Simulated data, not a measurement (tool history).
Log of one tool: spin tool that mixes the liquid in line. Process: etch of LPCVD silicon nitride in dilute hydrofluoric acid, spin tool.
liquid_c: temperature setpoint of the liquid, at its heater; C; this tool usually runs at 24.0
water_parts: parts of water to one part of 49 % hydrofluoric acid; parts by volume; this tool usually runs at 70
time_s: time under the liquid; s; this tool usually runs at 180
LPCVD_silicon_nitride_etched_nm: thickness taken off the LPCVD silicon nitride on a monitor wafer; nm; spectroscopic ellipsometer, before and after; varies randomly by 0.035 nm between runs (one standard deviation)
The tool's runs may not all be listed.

run	hour	liquid_c	water_parts	time_s	wafers since the last listed run	hours since the thermometer was replaced	hours since the hydrofluoric acid flow meter was replaced	hours since the gauge calibration	read-back film thickness of the LPCVD silicon nitride reference wafer, read on the same gauge (nm)	LPCVD_silicon_nitride_etched_nm
1	0.0	24.0	70	180	0	1147.9	2540.6	101.2	50.005	1.240
2	24.4	24.0	70	180	167	1172.3	2565.0	125.6	49.996	1.135
3	43.2	24.0	70	180	129	1191.1	2583.8	144.4	50.005	1.194
4	58.4	24.0	70	180	104	1206.3	2599.0	159.6	49.989	1.227
5	78.0	24.0	70	180	134	1225.9	2618.6	179.2	50.007	1.190
6	90.1	24.0	70	180	83	1238.0	2630.7	191.3	50.021	1.196
7	124.6	24.0	70	180	237	1272.5	2665.2	225.8	49.999	1.203
# hour 135.3: hydrofluoric acid flow meter replaced
# hour 139.0: gauge calibrated
8	155.0	24.0	70	180	202	1302.9	19.7	16.0	49.983	1.291
9	183.8	24.0	35	180	198	1331.7	48.5	44.8	49.999	2.507
10	219.8	24.0	70	180	247	1367.7	84.5	80.8	50.027	1.135
11	249.2	20.0	70	235	202	1397.1	113.9	110.2	50.005	1.222
# hour 278.1: thermometer replaced
12	278.6	24.0	95	230	195	0.5	143.3	139.6	49.982	1.177
13	297.7	21.0	60	215	131	19.6	162.4	158.7	50.000	1.429
14	317.5	21.5	40	220	136	39.4	182.2	178.5	49.993	2.165
# hour 385.8: gauge calibrated
15	391.9	22.0	55	145	511	113.8	256.6	6.1	49.984	1.061
16	417.9	24.0	35	180	178	139.8	282.6	32.1	50.005	2.407

Predict each of these 3 candidate next runs independently; none follows another, all start after run 16:
A	418.4	24.0	70	270	3	140.3	283.1	32.6	?	?
B	418.4	22.0	45	290	3	140.3	283.1	32.6	?	?
C	418.4	21.0	70	180	3	140.3	283.1	32.6	?	?

run	read-back film thickness of the LPCVD silicon nitride reference wafer, read on the same gauge (nm)	LPCVD_silicon_nitride_etched_nm
A	50.012	1.851
B	50.012	2.675
C	50.012	1.007
With no hidden state in the tool, these same runs would have given:
run	LPCVD_silicon_nitride_etched_nm
A	1.851
B	2.675
C	1.007
